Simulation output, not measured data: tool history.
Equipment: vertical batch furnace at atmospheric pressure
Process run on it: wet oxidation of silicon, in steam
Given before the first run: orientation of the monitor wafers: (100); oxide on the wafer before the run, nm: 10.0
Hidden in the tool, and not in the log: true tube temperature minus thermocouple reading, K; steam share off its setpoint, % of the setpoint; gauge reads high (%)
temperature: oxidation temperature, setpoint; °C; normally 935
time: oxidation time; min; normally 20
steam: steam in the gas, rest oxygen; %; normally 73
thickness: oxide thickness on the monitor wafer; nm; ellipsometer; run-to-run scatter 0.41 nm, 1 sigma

run	hour	temperature	time	steam	wafers since the last listed run	hours since the last temperature calibration	hours since the steam generator was serviced	hours since the gauge calibration	read-back reference wafer on the same gauge, thickness	thickness
1	0	935	20	73	0	851.9	2156.9	747.1	94.89	76.06
2	12.9	935	20	73	114	864.8	2169.8	760	94.92	75.28
3	38.9	935	20	73	231	890.8	2195.8	786	94.89	74.54
4	58	940	20	76	170	909.9	2214.9	805.1	94.98	82.33
5	71	935	20	73	115	922.9	2227.9	818.1	94.96	75.05
6	100.9	935	20	73	266	952.8	2257.8	848	94.9	75.67
7	124.5	935	20	73	210	976.4	2281.4	871.6	94.88	75.71
8	155.6	935	20	73	276	1007.5	2312.5	902.7	94.86	75.08
9	185.8	935	20	73	268	1037.7	2342.7	932.9	94.96	75.24
10	209.2	935	20	73	208	1061.1	2366.1	956.3	94.9	74.79
11	235.2	935	20	73	231	1087.1	2392.1	982.3	94.86	74.32
12	268.1	935	20	73	292	1120	2425	1015.2	94.93	75.07
13	302.2	935	20	73	303	1154.1	2459.1	1049.3	94.88	74.79
# hour 331.8: steam generator serviced
14	332.3	935	20	73	54	1184.2	0.5	1079.4	94.85	77.37
# hour 334.1: gauge calibrated
15	359.3	947	16	73	240	1211.2	27.5	25.2	94.92	73.91
16	387.3	947	16	73	249	1239.2	55.5	53.2	94.91	73.95
17	405.4	947	16	73	161	1257.3	73.6	71.3	94.87	74.1
18	426.8	935	20	73	190	1278.7	95	92.7	94.91	77.61
19	440.1	935	20	73	118	1292	108.3	106	94.86	77.88
20	465.4	935	20	78	225	1317.3	133.6	131.3	94.95	81.92
21	498.5	951	20	73	294	1350.4	166.7	164.4	94.96	92.33
22	511.7	935	20	73	117	1363.6	179.9	177.6	94.95	77.67
23	541.3	949	20	81	263	1393.2	209.5	207.2	94.93	99.07
24	556.3	960	14	80	133	1408.2	224.5	222.2	94.89	82.36
25	649.2	935	20	73	827	1501.1	317.4	315.1	94.86	78.59
26	661.4	935	20	73	108	1513.3	329.6	327.3	94.98	77.06
# hour 758.8: thermocouples replaced and temperature profile calibrated
27	759.3	957	20	82	657	0.5	427.5	425.2	94.87	109.09
28	776.2	945	20	73	150	17.4	444.4	442.1	94.85	85.9
29	792.7	923	20	73	146	33.9	460.9	458.6	94.98	67.8
30	805.9	935	11	69	117	47.1	474.1	471.8	94.93	45.94
31	837.8	925	25.5	77	283	79	506	503.7	94.9	88.04
32	870.5	935	20	73	291	111.7	538.7	536.4	94.92	77.41
33	894.6	935	20	73	214	135.8	562.8	560.5	94.83	77.96
34	917.9	935	20	73	207	159.1	586.1	583.8	94.87	76.58
35	949.6	925	20	73	282	190.8	617.8	615.5	94.87	68.92
36	971.3	953	14	68	193	212.5	639.5	637.2	94.9	67.65

List, for all runs, the conditions of the tool that the log does not record:
true tube temperature minus thermocouple reading, K: 0 on each run
gauge reads high (%): 0 on each run
H1: steam share off its setpoint, % of the setpoint
run	H1
1	-5.75
2	-5.82
3	-5.96
4	-6.07
5	-6.14
6	-6.3
7	-6.43
8	-6.61
9	-6.78
10	-6.92
11	-7.07
12	-7.26
13	-7.47
14	-2.62
15	-2.62
16	-2.62
17	-2.63
18	-2.63
19	-2.63
20	-2.64
21	-2.65
22	-2.66
23	-2.67
24	-2.68
25	-2.74
26	-2.75
27	-2.84
28	-2.86
29	-2.88
30	-2.9
31	-2.93
32	-2.98
33	-3.01
34	-3.04
35	-3.09
36	-3.12

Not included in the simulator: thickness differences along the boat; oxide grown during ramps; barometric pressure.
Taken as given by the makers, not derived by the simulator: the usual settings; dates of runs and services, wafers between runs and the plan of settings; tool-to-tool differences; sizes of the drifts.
